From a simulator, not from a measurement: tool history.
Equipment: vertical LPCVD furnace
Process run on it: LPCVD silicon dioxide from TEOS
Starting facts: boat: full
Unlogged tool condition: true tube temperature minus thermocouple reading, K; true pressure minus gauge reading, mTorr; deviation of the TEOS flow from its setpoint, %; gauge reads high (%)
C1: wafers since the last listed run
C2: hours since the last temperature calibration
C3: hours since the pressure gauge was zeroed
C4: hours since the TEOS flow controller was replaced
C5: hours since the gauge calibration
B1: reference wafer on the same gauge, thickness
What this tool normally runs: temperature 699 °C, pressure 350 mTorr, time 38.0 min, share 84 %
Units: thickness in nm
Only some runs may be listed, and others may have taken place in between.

Run 1, hour 0.0: usual settings but pressure 370 mTorr; C1 0; C2 2633.2; C3 3143.7; C4 3843.0; C5 216.0; B1 267.14. Result: thickness 342.09 nm.
Run 2, hour 31.3: usual settings but pressure 370 mTorr; C1 594; C2 2664.5; C3 3175.0; C4 3874.3; C5 247.3; B1 267.03. Result: thickness 340.32 nm.
Run 3, hour 52.4: usual settings but pressure 370 mTorr; C1 400; C2 2685.6; C3 3196.1; C4 3895.4; C5 268.4; B1 266.64. Result: thickness 344.95 nm.
Run 4, hour 85.9: usual settings but pressure 400 mTorr, time 48.5 min; C1 635; C2 2719.1; C3 3229.6; C4 3928.9; C5 301.9; B1 266.81. Result: thickness 455.42 nm.
Run 5, hour 192.6: usual settings but pressure 400 mTorr, time 48.5 min; C1 2025; C2 2825.8; C3 3336.3; C4 4035.6; C5 408.6; B1 267.06. Result: thickness 457.30 nm.
Run 6, hour 207.2: usual settings; C1 277; C2 2840.4; C3 3350.9; C4 4050.2; C5 423.2; B1 267.41. Result: thickness 334.87 nm.
Run 7, hour 241.2: usual settings; C1 645; C2 2874.4; C3 3384.9; C4 4084.2; C5 457.2; B1 266.95. Result: thickness 335.88 nm.
At hour 268.6: pressure gauge zeroed.
Run 8, hour 270.2: usual settings; C1 94; C2 2903.4; C3 1.6; C4 4113.2; C5 486.2; B1 267.19. Result: thickness 335.35 nm.
Run 9, hour 305.0: usual settings but pressure 400 mTorr; C1 660; C2 2938.2; C3 36.4; C4 4148.0; C5 521.0; B1 267.35. Result: thickness 360.46 nm.
At hour 341.5: TEOS flow controller replaced.
Run 10, hour 368.7: usual settings but pressure 400 mTorr; C1 753; C2 3001.9; C3 100.1; C4 27.2; C5 584.7; B1 267.03. Result: thickness 361.22 nm.
Run 11, hour 398.7: usual settings but pressure 400 mTorr; C1 569; C2 3031.9; C3 130.1; C4 57.2; C5 614.7; B1 267.43. Result: thickness 360.46 nm.
Run 12, hour 414.2: usual settings; C1 294; C2 3047.4; C3 145.6; C4 72.7; C5 630.2; B1 267.09. Result: thickness 338.01 nm.
Run 13, hour 448.7: usual settings but pressure 400 mTorr, time 48.5 min; C1 654; C2 3081.9; C3 180.1; C4 107.2; C5 664.7; B1 267.04. Result: thickness 461.35 nm.
Run 14, hour 462.2: usual settings but pressure 285 mTorr; C1 256; C2 3095.4; C3 193.6; C4 120.7; C5 678.2; B1 267.12. Result: thickness 305.44 nm.
At hour 463.1: gauge calibrated.
Run 15, hour 478.1: usual settings but share 77 %; C1 301; C2 3111.3; C3 209.5; C4 136.6; C5 15.0; B1 266.74. Result: thickness 325.55 nm.
At hour 506.5: thermocouples replaced and temperature profile calibrated.
Run 16, hour 507.0: usual settings but temperature 706 °C, pressure 325 mTorr, time 49.5 min, share 68 %; C1 93; C2 0.5; C3 238.4; C4 165.5; C5 43.9; B1 267.35. Result: thickness 406.88 nm.
Run 17, hour 533.4: usual settings but temperature 693 °C, pressure 415 mTorr, time 50.5 min, share 97 %; C1 501; C2 26.9; C3 264.8; C4 191.9; C5 70.3; B1 267.25. Result: thickness 412.44 nm.
Run 18, hour 564.0: usual settings; C1 580; C2 57.5; C3 295.4; C4 222.5; C5 100.9; B1 267.01. Result: thickness 306.37 nm.
Run 19, hour 610.6: usual settings but temperature 702 °C, pressure 290 mTorr, time 29.5 min, share 75 %; C1 884; C2 104.1; C3 342.0; C4 269.1; C5 147.5; B1 266.86. Result: thickness 220.14 nm.
Run 20, hour 632.3: usual settings but temperature 703 °C, share 90 %; C1 411; C2 125.8; C3 363.7; C4 290.8; C5 169.2; B1 267.23. Result: thickness 348.95 nm.
Run 21, hour 652.0: usual settings; C1 373; C2 145.5; C3 383.4; C4 310.5; C5 188.9; B1 267.15. Result: thickness 305.80 nm.
Run 22, hour 664.9: usual settings but temperature 688 °C, pressure 320 mTorr, time 25.5 min, share 91 %; C1 244; C2 158.4; C3 396.3; C4 323.4; C5 201.8; B1 266.93. Result: thickness 158.08 nm.
Run 23, hour 677.2: usual settings but time 25.5 min; C1 233; C2 170.7; C3 408.6; C4 335.7; C5 214.1; B1 267.09. Result: thickness 204.70 nm.

Describe how what the log doesn't record of the tool's condition differs between the last listed run preceding each entry between runs and the first listed run following it.
Run 7 -> run 8: pressure gauge zeroed (hour 268.6)
  true tube temperature minus thermocouple reading, K: 4.41 -> 4.44
  measured minus no-state result, thickness: +32.65 -> +32.86 nm
Run 9 -> run 10: TEOS flow controller replaced (hour 341.5)
  true tube temperature minus thermocouple reading, K: 4.49 -> 4.57
  measured minus no-state result, thickness: +35.66 -> +36.36 nm
Run 14 -> run 15: gauge calibrated (hour 463.1)
  true tube temperature minus thermocouple reading, K: 4.7 -> 4.72
  measured minus no-state result, thickness: +31.52 -> +33.74 nm
Run 15 -> run 16: thermocouples replaced and temperature profile calibrated (hour 506.5)
  true tube temperature minus thermocouple reading, K: 4.72 -> 0.281
  measured minus no-state result, thickness: +33.74 -> +2.62 nm
